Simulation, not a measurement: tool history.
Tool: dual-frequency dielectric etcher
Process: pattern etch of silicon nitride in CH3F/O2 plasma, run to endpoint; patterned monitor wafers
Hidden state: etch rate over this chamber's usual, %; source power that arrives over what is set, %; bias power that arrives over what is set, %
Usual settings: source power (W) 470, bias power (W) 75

run    hour  source power (W)  bias power (W)  wafers since the last listed run  hours since the last wet clean  hours since the last source power generator calibration  hours since the last bias power generator calibration  hours since the last upper electrode change  incoming incoming film thickness, nm  endpoint time (s)
  1     0.0               470              75                                 0                             6.9                                                   3018.5                                                 1768.3                                       4387.2                                  81.4               84.9
  2    82.7               470              75                               554                            89.6                                                   3101.2                                                 1851.0                                       4469.9                                  81.0               84.9
  3   128.4               450              65                               306                           135.3                                                   3146.9                                                 1896.7                                       4515.6                                  82.3               93.9
  4   228.8               450              65                               672                           235.7                                                   3247.3                                                 1997.1                                       4616.0                                  82.0               93.3
  5   269.6               470              75                               273                           276.5                                                   3288.1                                                 2037.9                                       4656.8                                  81.6               85.7
  6   344.8               470              75                               504                           351.7                                                   3363.3                                                 2113.1                                       4732.0                                  82.2               85.6
  7   404.8               470              75                               402                           411.7                                                   3423.3                                                 2173.1                                       4792.0                                  81.5               85.1
  8   502.5               470              75                               654                           509.4                                                   3521.0                                                 2270.8                                       4889.7                                  82.5               86.1
      528.4  -- wet clean of the chamber
  9   607.4               470              75                               542                            79.0                                                   3625.9                                                 2375.7                                       4994.6                                  81.6               84.7
 10   647.3               470              75                               267                           118.9                                                   3665.8                                                 2415.6                                       5034.5                                  82.8               86.8
 11   729.5               470              75                               550                           201.1                                                   3748.0                                                 2497.8                                       5116.7                                  80.6               84.4
      909.1  -- source power generator calibrated
 12  1020.5               470              75                              1923                           492.1                                                    111.4                                                 2788.8                                       5407.7                                  81.4               84.9
     1040.6  -- bias power generator calibrated
     1086.7  -- wet clean of the chamber
 13  1088.1               470              75                               265                             1.4                                                    179.0                                                   47.5                                       5475.3                                  81.9               87.4
     1126.7  -- upper electrode replaced
 14  1184.9               390              85                               487                            98.2                                                    275.8                                                  144.3                                         58.2                                  81.6               92.7
 15  1270.4               470              75                               573                           183.7                                                    361.3                                                  229.8                                        143.7                                  82.8               87.8
 16  1354.3               470              83                               562                           267.6                                                    445.2                                                  313.7                                        227.6                                  81.2               82.4
 17  1430.1               470              75                               508                           343.4                                                    521.0                                                  389.5                                        303.4                                  81.3               86.3
 18  1492.1               540              60                               415                           405.4                                                    583.0                                                  451.5                                        365.4                                  81.9               87.5
     1602.2  -- wet clean of the chamber
 19  1608.7               470              75                               620                             6.5                                                    699.6                                                  568.1                                        482.0                                  81.0               84.6
 20  1705.3               510              56                               647                           103.1                                                    796.2                                                  664.7                                        578.6                                  81.5               92.7
 21  1758.1               470              75                               353                           155.9                                                    849.0                                                  717.5                                        631.4                                  81.6               85.6
 22  1798.0               520              66                               267                           195.8                                                    888.9                                                  757.4                                        671.3                                  81.8               86.4
 23  1835.7               410              82                               252                           233.5                                                    926.6                                                  795.1                                        709.0                                  81.0               88.8
 24  1878.2               400              65                               284                           276.0                                                    969.1                                                  837.6                                        751.5                                  81.6              101.1
 25  1917.5               530              75                               263                           315.3                                                   1008.4                                                  876.9                                        790.8                                  81.8               80.7
 26  1999.0               430              57                               546                           396.8                                                   1089.9                                                  958.4                                        872.3                                  82.1              102.8
 27  2083.2               440              90                               564                           481.0                                                   1174.1                                                 1042.6                                        956.5                                  81.8               82.2

Hidden state or all else? Some run-to-run changes of endpoint time (s), split into what the settings, what came in and random variation would give without the hidden state, and what is left for the hidden state (with any gauge scatter that isn't in both results):
Run 12 -> 13: bias power generator calibrated, wet clean of the chamber. endpoint time (s) +2.5: hidden state +1.7, all else +0.8.
Run 25 -> 26: source power (W) 530 -> 430, bias power (W) 75 -> 57. endpoint time (s) +22.1: hidden state -0.4, all else +22.5.
Run 26 -> 27: source power (W) 430 -> 440, bias power (W) 57 -> 90. endpoint time (s) -20.6: hidden state +0.1, all else -20.7.
